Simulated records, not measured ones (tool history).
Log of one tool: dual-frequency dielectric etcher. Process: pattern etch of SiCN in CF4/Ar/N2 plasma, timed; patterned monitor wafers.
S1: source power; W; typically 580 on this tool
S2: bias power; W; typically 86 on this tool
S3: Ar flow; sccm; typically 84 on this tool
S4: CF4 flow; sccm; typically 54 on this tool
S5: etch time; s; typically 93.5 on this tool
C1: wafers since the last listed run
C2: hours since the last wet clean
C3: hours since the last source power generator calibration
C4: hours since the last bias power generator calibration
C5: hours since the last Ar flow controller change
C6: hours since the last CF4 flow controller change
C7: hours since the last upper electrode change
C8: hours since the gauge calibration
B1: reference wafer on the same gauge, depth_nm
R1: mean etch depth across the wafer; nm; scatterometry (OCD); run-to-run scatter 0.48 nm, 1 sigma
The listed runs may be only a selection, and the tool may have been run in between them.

run 1 hour=0.0 | S1=580 S2=86 S3=84 S4=54 S5=93.5 | C1=0 C2=47.4 C3=1813.1 C4=2573.7 C5=3077.4 C6=2686.0 C7=3229.5 C8=409.5 | B1=98.0 | R1=110.8
run 2 hour=37.6 | S1=580 S2=86 S3=84 S4=54 S5=93.5 | C1=421 C2=85.0 C3=1850.7 C4=2611.3 C5=3115.0 C6=2723.6 C7=3267.1 C8=447.1 | B1=98.1 | R1=110.2
run 3 hour=211.5 | S1=580 S2=86 S3=84 S4=54 S5=93.5 | C1=1950 C2=258.9 C3=2024.6 C4=2785.2 C5=3288.9 C6=2897.5 C7=3441.0 C8=621.0 | B1=97.9 | R1=109.7
-- hour=426.2 bias power generator calibrated
-- hour=433.7 Ar flow controller replaced
-- hour=481.0 wet clean of the chamber
run 4 hour=502.4 | S1=580 S2=71 S3=84 S4=54 S5=93.5 | C1=2881 C2=21.4 C3=2315.5 C4=76.2 C5=68.7 C6=3188.4 C7=3731.9 C8=911.9 | B1=98.1 | R1=100.8
run 5 hour=568.2 | S1=580 S2=86 S3=84 S4=54 S5=93.5 | C1=738 C2=87.2 C3=2381.3 C4=142.0 C5=134.5 C6=3254.2 C7=3797.7 C8=977.7 | B1=98.1 | R1=104.7
-- hour=669.4 upper electrode replaced
run 6 hour=669.9 | S1=610 S2=86 S3=84 S4=54 S5=93.5 | C1=871 C2=188.9 C3=2483.0 C4=243.7 C5=236.2 C6=3355.9 C7=0.5 C8=1079.4 | B1=98.2 | R1=108.0
run 7 hour=718.7 | S1=580 S2=86 S3=84 S4=54 S5=93.5 | C1=547 C2=237.7 C3=2531.8 C4=292.5 C5=285.0 C6=3404.7 C7=49.3 C8=1128.2 | B1=98.1 | R1=104.0
-- hour=738.2 source power generator calibrated
-- hour=765.4 wet clean of the chamber, repeated, since the last time left the tool worse
run 8 hour=813.0 | S1=580 S2=86 S3=84 S4=54 S5=93.5 | C1=743 C2=47.6 C3=74.8 C4=386.8 C5=379.3 C6=3499.0 C7=143.6 C8=1222.5 | B1=98.1 | R1=111.4
-- hour=918.0 CF4 flow controller replaced
run 9 hour=918.5 | S1=680 S2=86 S3=102 S4=54 S5=93.5 | C1=1116 C2=153.1 C3=180.3 C4=492.3 C5=484.8 C6=0.5 C7=249.1 C8=1328.0 | B1=97.9 | R1=124.7
run 10 hour=978.4 | S1=580 S2=86 S3=84 S4=54 S5=93.5 | C1=671 C2=213.0 C3=240.2 C4=552.2 C5=544.7 C6=60.4 C7=309.0 C8=1387.9 | B1=98.1 | R1=109.3
run 11 hour=1084.2 | S1=580 S2=86 S3=84 S4=54 S5=93.5 | C1=1186 C2=318.8 C3=346.0 C4=658.0 C5=650.5 C6=166.2 C7=414.8 C8=1493.7 | B1=98.0 | R1=109.0

The next listed run, before its measurement:
-- hour=1088.8 gauge calibrated
run 12 hour=1140.4 | S1=580 S2=86 S3=84 S4=66 S5=93.5 | C1=630 C2=375.0 C3=402.2 C4=714.2 C5=706.7 C6=222.4 C7=471.0 C8=51.6 | B1=? | R1=?

B1: 98.1
R1: 113.5 nm
On a tool with no hidden condition, and with the same random variation, this run would have come out at R1 115.7 nm.

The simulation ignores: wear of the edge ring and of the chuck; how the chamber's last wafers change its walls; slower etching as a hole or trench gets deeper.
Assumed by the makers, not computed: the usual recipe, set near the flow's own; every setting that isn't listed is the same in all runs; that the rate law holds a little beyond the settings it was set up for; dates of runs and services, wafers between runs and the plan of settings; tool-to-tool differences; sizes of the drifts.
